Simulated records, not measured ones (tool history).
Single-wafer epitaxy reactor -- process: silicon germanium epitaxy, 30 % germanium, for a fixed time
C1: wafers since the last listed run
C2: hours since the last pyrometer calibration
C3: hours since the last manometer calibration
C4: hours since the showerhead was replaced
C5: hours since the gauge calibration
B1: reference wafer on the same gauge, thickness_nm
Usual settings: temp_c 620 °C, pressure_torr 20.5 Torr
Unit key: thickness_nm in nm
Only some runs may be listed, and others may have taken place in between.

run 1 hour=0.0 | temp_c=620 pressure_torr=20.5 | C1=0 C2=2655.4 C3=696.0 C4=4814.4 C5=324.0 | B1=106.296 | thickness_nm=83.056
run 2 hour=22.1 | temp_c=628 pressure_torr=20.5 | C1=455 C2=2677.5 C3=718.1 C4=4836.5 C5=346.1 | B1=106.325 | thickness_nm=94.451
run 3 hour=105.9 | temp_c=628 pressure_torr=20.5 | C1=1728 C2=2761.3 C3=801.9 C4=4920.3 C5=429.9 | B1=106.291 | thickness_nm=94.013
run 4 hour=133.0 | temp_c=628 pressure_torr=20.5 | C1=559 C2=2788.4 C3=829.0 C4=4947.4 C5=457.0 | B1=106.251 | thickness_nm=93.434
run 5 hour=155.4 | temp_c=626 pressure_torr=18.9 | C1=462 C2=2810.8 C3=851.4 C4=4969.8 C5=479.4 | B1=106.283 | thickness_nm=89.382
run 6 hour=176.8 | temp_c=626 pressure_torr=18.9 | C1=441 C2=2832.2 C3=872.8 C4=4991.2 C5=500.8 | B1=106.359 | thickness_nm=89.480
run 7 hour=212.2 | temp_c=626 pressure_torr=18.9 | C1=730 C2=2867.6 C3=908.2 C4=5026.6 C5=536.2 | B1=106.261 | thickness_nm=88.374
-- hour=237.1 pyrometer calibrated
run 8 hour=243.2 | temp_c=620 pressure_torr=20.5 | C1=474 C2=6.1 C3=939.2 C4=5057.6 C5=567.2 | B1=106.342 | thickness_nm=91.482
run 9 hour=273.6 | temp_c=620 pressure_torr=20.5 | C1=627 C2=36.5 C3=969.6 C4=5088.0 C5=597.6 | B1=106.288 | thickness_nm=91.027
-- hour=290.2 capacitance manometer re-zeroed and calibrated
run 10 hour=293.7 | temp_c=611 pressure_torr=19.0 | C1=249 C2=56.6 C3=3.5 C4=5108.1 C5=617.7 | B1=106.368 | thickness_nm=78.381
run 11 hour=312.2 | temp_c=611 pressure_torr=19.0 | C1=381 C2=75.1 C3=22.0 C4=5126.6 C5=636.2 | B1=106.246 | thickness_nm=78.174
run 12 hour=346.5 | temp_c=620 pressure_torr=25.4 | C1=707 C2=109.4 C3=56.3 C4=5160.9 C5=670.5 | B1=106.345 | thickness_nm=95.926
run 13 hour=375.8 | temp_c=620 pressure_torr=24.2 | C1=604 C2=138.7 C3=85.6 C4=5190.2 C5=699.8 | B1=106.355 | thickness_nm=95.110
run 14 hour=391.7 | temp_c=620 pressure_torr=20.5 | C1=328 C2=154.6 C3=101.5 C4=5206.1 C5=715.7 | B1=106.389 | thickness_nm=91.594
run 15 hour=412.6 | temp_c=620 pressure_torr=20.5 | C1=431 C2=175.5 C3=122.4 C4=5227.0 C5=736.6 | B1=106.352 | thickness_nm=91.474
run 16 hour=428.2 | temp_c=611 pressure_torr=21.8 | C1=321 C2=191.1 C3=138.0 C4=5242.6 C5=752.2 | B1=106.217 | thickness_nm=80.778
run 17 hour=446.5 | temp_c=624 pressure_torr=24.4 | C1=377 C2=209.4 C3=156.3 C4=5260.9 C5=770.5 | B1=106.302 | thickness_nm=101.477
run 18 hour=461.4 | temp_c=620 pressure_torr=16.4 | C1=307 C2=224.3 C3=171.2 C4=5275.8 C5=785.4 | B1=106.228 | thickness_nm=86.465
-- hour=495.5 showerhead replaced
run 19 hour=496.0 | temp_c=614 pressure_torr=24.2 | C1=548 C2=258.9 C3=205.8 C4=0.5 C5=820.0 | B1=106.292 | thickness_nm=86.923
run 20 hour=508.7 | temp_c=620 pressure_torr=20.5 | C1=262 C2=271.6 C3=218.5 C4=13.2 C5=832.7 | B1=106.341 | thickness_nm=91.055
run 21 hour=528.8 | temp_c=620 pressure_torr=20.5 | C1=414 C2=291.7 C3=238.6 C4=33.3 C5=852.8 | B1=106.284 | thickness_nm=91.872
-- hour=540.0 gauge calibrated
run 22 hour=554.7 | temp_c=620 pressure_torr=18.3 | C1=534 C2=317.6 C3=264.5 C4=59.2 C5=14.7 | B1=106.295 | thickness_nm=88.616
run 23 hour=574.5 | temp_c=606 pressure_torr=15.8 | C1=408 C2=337.4 C3=284.3 C4=79.0 C5=34.5 | B1=106.260 | thickness_nm=68.169
run 24 hour=594.9 | temp_c=620 pressure_torr=25.5 | C1=420 C2=357.8 C3=304.7 C4=99.4 C5=54.9 | B1=106.327 | thickness_nm=96.053
run 25 hour=629.7 | temp_c=620 pressure_torr=17.4 | C1=717 C2=392.6 C3=339.5 C4=134.2 C5=89.7 | B1=106.402 | thickness_nm=87.121
run 26 hour=644.2 | temp_c=620 pressure_torr=20.5 | C1=299 C2=407.1 C3=354.0 C4=148.7 C5=104.2 | B1=106.168 | thickness_nm=90.689
run 27 hour=657.3 | temp_c=614 pressure_torr=24.6 | C1=270 C2=420.2 C3=367.1 C4=161.8 C5=117.3 | B1=106.193 | thickness_nm=86.731
run 28 hour=675.8 | temp_c=620 pressure_torr=20.5 | C1=381 C2=438.7 C3=385.6 C4=180.3 C5=135.8 | B1=106.282 | thickness_nm=91.745
run 29 hour=709.9 | temp_c=631 pressure_torr=16.2 | C1=703 C2=472.8 C3=419.7 C4=214.4 C5=169.9 | B1=106.339 | thickness_nm=101.147
run 30 hour=798.1 | temp_c=629 pressure_torr=24.1 | C1=1819 C2=561.0 C3=507.9 C4=302.6 C5=258.1 | B1=106.328 | thickness_nm=108.845
run 31 hour=819.1 | temp_c=609 pressure_torr=22.7 | C1=433 C2=582.0 C3=528.9 C4=323.6 C5=279.1 | B1=106.297 | thickness_nm=78.456
run 32 hour=842.7 | temp_c=620 pressure_torr=20.5 | C1=486 C2=605.6 C3=552.5 C4=347.2 C5=302.7 | B1=106.254 | thickness_nm=90.432
run 33 hour=861.8 | temp_c=607 pressure_torr=24.0 | C1=394 C2=624.7 C3=571.6 C4=366.3 C5=321.8 | B1=106.377 | thickness_nm=77.881
run 34 hour=875.3 | temp_c=620 pressure_torr=19.0 | C1=278 C2=638.2 C3=585.1 C4=379.8 C5=335.3 | B1=106.246 | thickness_nm=89.292

Predict each of these 5 candidate next runs independently; none follows another, all start after run 34:
run A hour=875.7 | temp_c=620 pressure_torr=20.5 | C1=8 C2=638.6 C3=585.5 C4=380.2 C5=335.7 | B1=? | thickness_nm=?
run B hour=875.7 | temp_c=613 pressure_torr=17.5 | C1=8 C2=638.6 C3=585.5 C4=380.2 C5=335.7 | B1=? | thickness_nm=?
run C hour=875.7 | temp_c=613 pressure_torr=23.7 | C1=8 C2=638.6 C3=585.5 C4=380.2 C5=335.7 | B1=? | thickness_nm=?
run D hour=875.7 | temp_c=620 pressure_torr=24.3 | C1=8 C2=638.6 C3=585.5 C4=380.2 C5=335.7 | B1=? | thickness_nm=?
run E hour=875.7 | temp_c=616 pressure_torr=21.9 | C1=8 C2=638.6 C3=585.5 C4=380.2 C5=335.7 | B1=? | thickness_nm=?

run=A B1=106.351 thickness_nm=90.507
run=B B1=106.351 thickness_nm=78.052
run=C B1=106.351 thickness_nm=84.398
run=D B1=106.351 thickness_nm=94.696
run=E B1=106.351 thickness_nm=86.573
The same runs, with their run-to-run variation unchanged, on a tool lacking any hidden condition would have given:
run=A thickness_nm=90.777
run=B thickness_nm=78.288
run=C thickness_nm=84.653
run=D thickness_nm=94.979
run=E thickness_nm=86.833

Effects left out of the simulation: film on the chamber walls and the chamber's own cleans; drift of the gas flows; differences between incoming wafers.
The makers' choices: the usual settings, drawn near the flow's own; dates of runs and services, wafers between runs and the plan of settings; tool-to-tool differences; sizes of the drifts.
